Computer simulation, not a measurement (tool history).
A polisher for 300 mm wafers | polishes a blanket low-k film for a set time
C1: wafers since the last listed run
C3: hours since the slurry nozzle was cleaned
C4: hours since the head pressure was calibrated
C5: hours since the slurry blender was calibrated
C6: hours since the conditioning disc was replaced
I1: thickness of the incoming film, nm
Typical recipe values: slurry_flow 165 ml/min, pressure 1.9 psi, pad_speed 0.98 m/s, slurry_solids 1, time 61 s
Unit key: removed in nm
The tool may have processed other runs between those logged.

Run 1, day 0: usual settings but slurry_solids 0.85; C1 0; wafers polished on this pad 1730; C3 258.2; C4 137.7; C5 65.3; C6 136.7; I1 572.3. Result: removed 25.2 nm.
Run 2, day 4.067: usual settings; C1 978; wafers polished on this pad 2709; C3 355.8; C4 235.3; C5 162.9; C6 234.3; I1 574. Result: removed 26.1 nm.
At day 4.492: conditioning disc replaced and pad reconditioned.
Run 3, day 5.742: usual settings; C1 382; wafers polished on this pad 3092; C3 396; C4 275.5; C5 203.1; C6 30; I1 568. Result: removed 25.8 nm.
At day 5.946: worn pad replaced by a new one.
Run 4, day 7.896: usual settings; C1 478; wafers polished on this pad 468; C3 447.7; C4 327.2; C5 254.8; C6 81.7; I1 573.6. Result: removed 24.8 nm.
At day 10.629: slurry blender recalibrated.
Run 5, day 10.783: usual settings but time 66 s; C1 674; wafers polished on this pad 1143; C3 517; C4 396.5; C5 3.7; C6 151; I1 562.4. Result: removed 26.1 nm.
Run 6, day 12.138: usual settings but time 66 s; C1 325; wafers polished on this pad 1469; C3 549.5; C4 429; C5 36.2; C6 183.5; I1 576.2. Result: removed 26.1 nm.
Run 7, day 14.454: usual settings but time 66 s; C1 557; wafers polished on this pad 2026; C3 605.1; C4 484.6; C5 91.8; C6 239.1; I1 557.5. Result: removed 26 nm.
At day 14.767: conditioning disc replaced and pad reconditioned.
At day 15.704: slurry nozzle cleaned.
Run 8, day 15.725: usual settings but pressure 1.6 psi, pad_speed 1.2 m/s; C1 275; wafers polished on this pad 2302; C3 0.5; C4 515.1; C5 122.3; C6 23; I1 571.5. Result: removed 23 nm.
Run 9, day 18.242: usual settings but pressure 1.6 psi, pad_speed 1.2 m/s; C1 605; wafers polished on this pad 2908; C3 60.9; C4 575.5; C5 182.7; C6 83.4; I1 562.3. Result: removed 22.6 nm.
Run 10, day 19.433: usual settings but pressure 2.3 psi; C1 286; wafers polished on this pad 3194; C3 89.5; C4 604.1; C5 211.3; C6 112; I1 569.4. Result: removed 27.1 nm.
At day 20.208: worn pad replaced by a new one, repeated, since the last time left the tool worse.
Run 11, day 21.762: usual settings but pressure 2.3 psi; C1 520; wafers polished on this pad 374; C3 145.4; C4 660; C5 267.2; C6 167.9; I1 569.3. Result: removed 32.7 nm.
At day 22.583: head pressure recalibrated.
Run 12, day 23.483: usual settings but pressure 2.3 psi; C1 394; wafers polished on this pad 768; C3 186.7; C4 21.6; C5 308.5; C6 209.2; I1 566. Result: removed 32.6 nm.
At day 23.6: slurry blender recalibrated.
Run 13, day 24.758: usual settings but pressure 1.7 psi, time 47 s; C1 286; wafers polished on this pad 1055; C3 217.3; C4 52.2; C5 27.8; C6 239.8; I1 571.7. Result: removed 18.7 nm.
At day 26.175: conditioning disc replaced and pad reconditioned.
Run 14, day 27.638: usual settings but slurry_flow 120 ml/min, slurry_solids 1.2; C1 672; wafers polished on this pad 1727; C3 286.4; C4 121.3; C5 96.9; C6 35.1; I1 575.2. Result: removed 28 nm.
Run 15, day 30.35: usual settings; C1 652; wafers polished on this pad 2380; C3 351.5; C4 186.4; C5 162; C6 100.2; I1 566.1. Result: removed 26.4 nm.
At day 31.721: worn pad replaced by a new one.
Run 16, day 32.904: usual settings but slurry_flow 140 ml/min, slurry_solids 1.1; C1 574; wafers polished on this pad 285; C3 412.8; C4 247.7; C5 223.3; C6 161.5; I1 571.4. Result: removed 28.3 nm.
At day 33.708: slurry blender recalibrated.
Run 17, day 34.538: usual settings but slurry_flow 185 ml/min, pressure 1.5 psi, pad_speed 1.1 m/s, time 80 s; C1 372; wafers polished on this pad 658; C3 452; C4 286.9; C5 19.9; C6 200.7; I1 571.5. Result: removed 31 nm.
Run 18, day 36.775: usual settings but pad_speed 1.24 m/s; C1 538; wafers polished on this pad 1196; C3 505.7; C4 340.6; C5 73.6; C6 254.4; I1 566.3. Result: removed 32 nm.
At day 38.054: conditioning disc replaced and pad reconditioned.
Run 19, day 39.475: usual settings; C1 629; wafers polished on this pad 1826; C3 570.5; C4 405.4; C5 138.4; C6 34.1; I1 562.4. Result: removed 26.1 nm.
At day 40.167: slurry nozzle cleaned.
Run 20, day 41.267: usual settings but pressure 2.3 psi, pad_speed 1.24 m/s, time 55 s; C1 421; wafers polished on this pad 2247; C3 26.4; C4 448.4; C5 181.4; C6 77.1; I1 573.4. Result: removed 33.5 nm.
Run 21, day 42.912: usual settings but slurry_flow 200 ml/min, slurry_solids 0.9; C1 396; wafers polished on this pad 2643; C3 65.9; C4 487.9; C5 220.9; C6 116.6; I1 569.7. Result: removed 25.1 nm.
At day 43.125: worn pad replaced by a new one.
At day 45.05: slurry blender recalibrated.
Run 22, day 45.488: usual settings but slurry_flow 220 ml/min, pad_speed 0.7 m/s; C1 559; wafers polished on this pad 548; C3 127.7; C4 549.7; C5 10.5; C6 178.4; I1 571.5. Result: removed 22.8 nm.
Run 23, day 46.742: usual settings; C1 301; wafers polished on this pad 850; C3 157.8; C4 579.8; C5 40.6; C6 208.5; I1 580.2. Result: removed 26.9 nm.
Run 24, day 49.346: usual settings but slurry_flow 120 ml/min, time 42 s; C1 626; wafers polished on this pad 1477; C3 220.3; C4 642.3; C5 103.1; C6 271; I1 568.9. Result: removed 17.6 nm.
At day 50.612: conditioning disc replaced and pad reconditioned.
At day 50.908: head pressure recalibrated.
Run 25, day 51.304: usual settings; C1 431; wafers polished on this pad 1908; C3 267.3; C4 9.5; C5 150.1; C6 16.6; I1 574.9. Result: removed 26.5 nm.
Run 26, day 53.917: usual settings; C1 628; wafers polished on this pad 2536; C3 330; C4 72.2; C5 212.8; C6 79.3; I1 582. Result: removed 25.7 nm.

What if the next run were any one of these 3? Each begins from the tool's condition after run 26:
Run A, day 53.933: usual settings but pad_speed 1.16 m/s; C1 4; wafers polished on this pad 2540; C3 330.4; C4 72.6; C5 213.2; C6 79.7; I1 573.5. Result: removed ?.
Run B, day 53.933: usual settings but slurry_flow 115 ml/min, slurry_solids 0.85, time 81 s; C1 4; wafers polished on this pad 2540; C3 330.4; C4 72.6; C5 213.2; C6 79.7; I1 573.5. Result: removed ?.
Run C, day 53.933: usual settings but pressure 2.2 psi, pad_speed 1.18 m/s; C1 4; wafers polished on this pad 2540; C3 330.4; C4 72.6; C5 213.2; C6 79.7; I1 573.5. Result: removed ?.

run  removed
  A     28.8
  B     29.8
  C     33.5
Stripped of hidden state, with their random variation kept, the same runs would have yielded:
run  removed
  A     30.3
  B     31.3
  C     35.3

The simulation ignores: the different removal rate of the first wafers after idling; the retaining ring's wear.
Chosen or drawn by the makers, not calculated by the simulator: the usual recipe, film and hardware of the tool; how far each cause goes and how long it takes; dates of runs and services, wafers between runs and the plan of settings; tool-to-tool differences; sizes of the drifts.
